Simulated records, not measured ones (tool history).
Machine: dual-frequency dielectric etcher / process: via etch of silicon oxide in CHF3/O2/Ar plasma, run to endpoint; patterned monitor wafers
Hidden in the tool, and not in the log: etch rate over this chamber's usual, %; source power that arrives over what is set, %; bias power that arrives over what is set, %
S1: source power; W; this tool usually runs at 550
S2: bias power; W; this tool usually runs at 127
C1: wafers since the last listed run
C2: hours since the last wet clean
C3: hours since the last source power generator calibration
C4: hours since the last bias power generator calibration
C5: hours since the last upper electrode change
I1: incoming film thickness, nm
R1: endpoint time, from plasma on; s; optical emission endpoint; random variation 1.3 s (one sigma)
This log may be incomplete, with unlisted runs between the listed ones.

run     day   S1   S2   C1     C2      C3      C4      C5     I1     R1
  1   0.000  550  117    0  114.3  3013.1   782.0  2709.9  428.8  272.6
  2   1.475  550  117  142  149.7  3048.5   817.4  2745.3  428.4  267.9
  3   4.083  630  114  252  212.3  3111.1   880.0  2807.9  424.8  264.6
  4   5.850  550  127  170  254.7  3153.5   922.4  2850.3  420.9  255.0
  5   6.904  550  127  101  280.0  3178.8   947.7  2875.6  428.7  261.7
  6   8.158  660  127  121  310.1  3208.9   977.8  2905.7  422.2  248.1
  7   9.292  660  127  109  337.3  3236.1  1005.0  2932.9  427.7  250.1
  8  11.554  550  127  218  391.6  3290.4  1059.3  2987.2  423.4  256.3
  9  13.292  450  127  168  433.3  3332.1  1101.0  3028.9  422.1  266.5
 10  14.817  450  127  147  469.9  3368.7  1137.6  3065.5  426.2  269.6
     17.029  -- wet clean of the chamber
 11  17.058  550  150  120    0.7  3422.5  1191.4  3119.3  424.7  236.9
 12  18.362  550  150  126   32.0  3453.8  1222.7  3150.6  424.3  235.9
 13  19.667  550  150  126   63.3  3485.1  1254.0  3181.9  423.3  235.8
 14  21.679  550  127  194  111.6  3533.4  1302.3  3230.2  427.4  257.0
 15  23.712  550  127  196  160.4  3582.2  1351.1  3279.0  421.4  254.9
 16  28.454  550  127  458  274.2  3696.0  1464.9  3392.8  423.9  253.4
 17  31.000  550  127  246  335.3  3757.1  1526.0  3453.9  431.2  259.3
 18  32.796  550  117  173  378.4  3800.2  1569.1  3497.0  424.6  265.8
 19  34.692  590  101  183  423.9  3845.7  1614.6  3542.5  426.0  286.9
 20  35.696  550  127   97  448.0  3869.8  1638.7  3566.6  429.1  258.5
     37.196  -- bias power generator calibrated
 21  38.529  680  127  258  516.0  3937.8    32.0  3634.6  424.8  250.0
     39.062  -- source power generator calibrated
     39.742  -- wet clean of the chamber
 22  41.250  420  102  181   36.2    52.5    97.3  3699.9  421.4  306.7
 23  43.708  460  145  237   95.2   111.5   156.3  3758.9  426.4  252.6
 24  45.050  460   96  129  127.4   143.7   188.5  3791.1  429.5  316.7
     47.975  -- upper electrode replaced
 25  47.996  650  127  188  198.1   214.4   259.2     0.5  423.2  248.8
 26  49.625  500  145  157  237.2   253.5   298.3    39.6  427.7  251.3
 27  52.492  420  112  277  306.0   322.3   367.1   108.4  425.4  293.9
 28  53.950  640  127  141  341.0   357.3   402.1   143.4  423.5  249.3
 29  55.454  430  127  145  377.1   393.4   438.2   179.5  423.3  271.9
 30  57.792  670  147  226  433.2   449.5   494.3   235.6  425.4  231.2
 31  60.429  420  140  255  496.5   512.8   557.6   298.9  429.0  263.8
 32  63.292  550  150  276  565.2   581.5   626.3   367.6  426.5  239.1
     64.375  -- wet clean of the chamber
 33  65.838  610  150  149   35.1   642.6   687.4   428.7  425.1  234.7
 34  67.412  660  107  152   72.9   680.4   725.2   466.5  420.6  268.2
 35  68.542  490  127  109  100.0   707.5   752.3   493.6  427.1  266.8

3 ways to go on from here, each from the tool as it stands after run 35. What would each give?
  A  68.562  550  127   2  100.5  708.0  752.8  494.1  426.7   ?
  B  68.562  650   97   2  100.5  708.0  752.8  494.1  426.7   ?
  C  68.562  450  107   2  100.5  708.0  752.8  494.1  426.7   ?

run     R1
  A  258.3
  B  286.1
  C  294.6
Without the tool's hidden state the same runs would have given:
run     R1
  A  260.8
  B  288.6
  C  297.3

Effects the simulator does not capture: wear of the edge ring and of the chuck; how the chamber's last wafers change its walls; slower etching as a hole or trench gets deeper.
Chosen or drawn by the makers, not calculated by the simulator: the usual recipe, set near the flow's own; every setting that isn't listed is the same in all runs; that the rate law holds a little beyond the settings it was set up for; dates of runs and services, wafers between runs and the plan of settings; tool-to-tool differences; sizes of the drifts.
